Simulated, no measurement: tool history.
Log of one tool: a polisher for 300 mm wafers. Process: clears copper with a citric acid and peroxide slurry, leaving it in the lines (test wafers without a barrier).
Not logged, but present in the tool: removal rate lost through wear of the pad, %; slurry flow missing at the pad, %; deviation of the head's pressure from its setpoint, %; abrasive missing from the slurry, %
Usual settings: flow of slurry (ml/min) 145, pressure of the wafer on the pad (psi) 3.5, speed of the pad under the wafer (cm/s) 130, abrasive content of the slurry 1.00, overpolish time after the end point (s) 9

run,hour,flow of slurry (ml/min),pressure of the wafer on the pad (psi),speed of the pad under the wafer (cm/s),abrasive content of the slurry,overpolish time after the end point (s),wafers since the last listed run,wafers polished on this pad,hours since the slurry nozzle was cleaned,hours since the head pressure was calibrated,hours since the slurry blender was calibrated,"incoming thickness of the incoming film, nm",time until the end point was called (s),dishing of a wide line in a test structure (angstrom)
1,0.0,145,3.5,130,1.00,9,0,6,844.7,1065.6,201.6,345.3,103.9,168
2,13.0,145,3.5,162,1.00,9,169,175,857.7,1078.6,214.6,343.8,84.4,187
3,19.4,145,3.5,114,1.00,10,83,259,864.1,1085.0,221.0,346.7,117.2,166
4,27.0,145,3.5,114,1.00,10,99,358,871.7,1092.6,228.6,339.6,114.1,166
5,44.3,145,3.5,130,1.00,9,225,584,889.0,1109.9,245.9,339.9,102.3,166
6,60.1,145,3.5,130,1.00,9,206,790,904.8,1125.7,261.7,348.1,106.4,165
7,71.2,145,3.5,96,1.00,9,144,935,915.9,1136.8,272.8,343.5,137.2,141
# hour 78.6: worn pad replaced by a new one
8,87.0,145,3.5,96,1.00,9,153,109,931.7,1152.6,288.6,341.0,132.8,135
9,104.3,145,3.5,96,1.00,9,225,335,949.0,1169.9,305.9,345.8,136.4,139
10,114.2,145,3.5,166,1.00,9,129,464,958.9,1179.8,315.8,344.6,88.6,184
# hour 122.7: slurry nozzle cleaned
11,123.2,145,3.5,166,1.00,9,104,568,0.5,1188.8,324.8,344.6,86.7,186
12,133.4,145,3.5,130,1.00,9,133,701,10.7,1199.0,335.0,344.0,105.0,167
# hour 141.4: slurry blender recalibrated
13,141.9,110,3.5,130,1.00,9,84,786,19.2,1207.5,0.5,338.5,102.4,167
# hour 156.7: worn pad replaced by a new one
14,157.2,145,3.5,130,1.00,9,147,6,34.5,1222.8,15.8,344.8,100.3,174
15,162.2,145,3.5,130,1.25,4,65,71,39.5,1227.8,20.8,341.3,93.6,97
16,176.5,145,3.5,130,1.00,9,186,257,53.8,1242.1,35.1,343.7,98.0,170
17,182.7,145,3.5,114,1.00,10,80,338,60.0,1248.3,41.3,345.2,113.2,175
# hour 194.5: head pressure recalibrated
18,199.9,125,3.5,170,1.00,4,198,537,77.2,5.4,58.5,344.8,81.3,108
19,215.9,145,3.8,96,1.00,9,208,745,93.2,21.4,74.5,348.1,123.2,153
20,223.0,195,2.5,84,1.10,9,92,838,100.3,28.5,81.6,349.9,179.4,112
# hour 236.8: worn pad replaced by a new one
21,237.3,175,3.5,130,1.00,13,134,6,114.6,42.8,95.9,342.0,98.7,210
22,249.0,115,3.5,166,1.00,9,152,159,126.3,54.5,107.6,345.0,84.8,197
23,255.7,105,3.5,150,1.00,9,87,246,133.0,61.2,114.3,345.5,94.1,182
24,266.5,145,2.4,130,1.00,13,140,387,143.8,72.0,125.1,341.5,131.0,177
25,276.0,175,3.5,130,1.00,13,123,511,153.3,81.5,134.6,339.9,99.9,214
# hour 323.4: worn pad replaced by a new one
26,323.9,105,3.5,130,1.00,9,572,6,201.2,129.4,182.5,342.3,106.1,163
27,349.1,130,2.7,130,1.00,11,328,335,226.4,154.6,207.7,343.4,127.8,165
28,355.5,145,3.5,130,1.00,9,83,418,232.8,161.0,214.1,342.6,105.9,168

What was the tool's hidden state at every run in the log?
removal rate lost through wear of the pad, %: 0 in every run
slurry flow missing at the pad, %: 0 in every run
deviation of the head's pressure from its setpoint, %: 0 in every run
H1: abrasive missing from the slurry, %
run,H1
1,30.3
2,31.7
3,32.5
4,33.3
5,35.3
6,37
7,38.3
8,40.1
9,42
10,43.2
11,44.2
12,45.3
13,7.41
14,9.14
15,9.71
16,11.3
17,12
18,14
19,15.8
20,16.6
21,18.2
22,19.5
23,20.3
24,21.5
25,22.6
26,28
27,30.8
28,31.5

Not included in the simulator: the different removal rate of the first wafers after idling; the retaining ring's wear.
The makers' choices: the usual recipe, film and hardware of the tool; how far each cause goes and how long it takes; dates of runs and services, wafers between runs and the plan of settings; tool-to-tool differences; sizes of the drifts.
